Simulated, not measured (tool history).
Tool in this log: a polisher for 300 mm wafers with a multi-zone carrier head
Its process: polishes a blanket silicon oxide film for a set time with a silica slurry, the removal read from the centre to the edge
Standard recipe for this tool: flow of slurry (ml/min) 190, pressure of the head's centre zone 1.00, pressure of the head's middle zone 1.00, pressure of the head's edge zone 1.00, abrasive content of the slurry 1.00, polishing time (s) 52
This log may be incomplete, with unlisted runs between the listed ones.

run,hour,flow of slurry (ml/min),pressure of the head's centre zone,pressure of the head's middle zone,pressure of the head's edge zone,abrasive content of the slurry,polishing time (s),"incoming thickness of the incoming film, nm",film removed at the wafer's centre (Å),film removed at mid-radius (Å),film removed at the wafer's edge (Å)
1,0.0,190,1.00,1.00,1.00,1.00,52,719.4,2402,2424,2379
2,24.4,190,1.00,1.00,1.00,1.00,52,718.9,2319,2360,2348
3,190.4,190,1.00,1.00,1.08,1.00,35,722.8,1527,1532,1596
4,215.3,190,1.00,0.91,1.00,1.00,52,707.2,2295,2163,2256
# hour 289.1: worn pad replaced by a new one
5,289.6,160,1.00,1.00,1.00,1.25,37,722.8,1842,1937,1875
6,327.7,165,1.10,1.00,1.00,0.80,39,733.4,1593,1523,1498
7,366.6,190,0.91,1.00,1.00,1.00,64,723.1,2684,2988,2917
8,430.0,245,1.00,1.00,1.00,1.00,52,717.5,2450,2489,2449
# hour 439.4: edge zone pressure recalibrated
9,460.7,190,1.00,1.00,1.00,0.75,52,714.6,1894,1945,1899
# hour 468.8: slurry nozzle cleaned
10,492.6,190,1.08,1.00,1.00,1.20,52,706.9,2673,2591,2585
11,536.7,190,1.00,1.00,1.00,1.00,52,724.3,2278,2399,2343
12,598.3,190,1.00,1.00,1.00,1.00,52,712.2,2257,2285,2227
# hour 625.1: carrier head's membrane replaced by a new one
13,667.2,190,1.07,1.00,1.00,1.00,52,734.9,2316,2288,2222
# hour 715.9: worn pad replaced by a new one
14,722.7,190,1.00,0.92,1.00,1.00,52,719.0,2393,2267,2413
15,792.5,190,1.00,1.00,1.00,1.00,52,721.7,2352,2385,2386
# hour 827.9: edge zone pressure recalibrated
16,859.7,130,1.00,1.00,1.00,1.00,38,708.3,1593,1618,1647
17,919.2,135,1.00,0.92,1.00,1.00,52,732.9,2154,2068,2233
18,962.8,150,1.00,1.00,1.00,1.00,52,722.2,2176,2268,2232
# hour 970.2: centre zone pressure recalibrated
19,986.9,255,1.00,1.08,1.00,1.00,52,705.4,2427,2619,2389
20,1051.8,190,1.00,1.00,1.00,1.00,52,730.4,2236,2255,2317

Forecast each of these 5 alternatives for the next run:
A,1052.2,190,1.00,1.09,1.00,1.00,52,715.0,?,?,?
B,1052.2,190,1.00,1.00,1.11,1.00,52,715.0,?,?,?
C,1052.2,190,1.00,1.00,1.00,1.00,42,715.0,?,?,?
D,1052.2,225,1.00,1.00,1.00,0.80,59,715.0,?,?,?
E,1052.2,160,1.00,1.00,1.07,0.75,52,715.0,?,?,?

run,film removed at the wafer's centre (Å),film removed at mid-radius (Å),film removed at the wafer's edge (Å)
A,2232,2500,2237
B,2231,2323,2358
C,1802,1877,1809
D,2224,2310,2211
E,1742,1821,1830
Stripped of hidden state, with their random variation kept, the same runs would have yielded:
run,film removed at the wafer's centre (Å),film removed at mid-radius (Å),film removed at the wafer's edge (Å)
A,2384,2670,2389
B,2382,2481,2518
C,1924,2004,1932
D,2375,2467,2362
E,1860,1945,1954
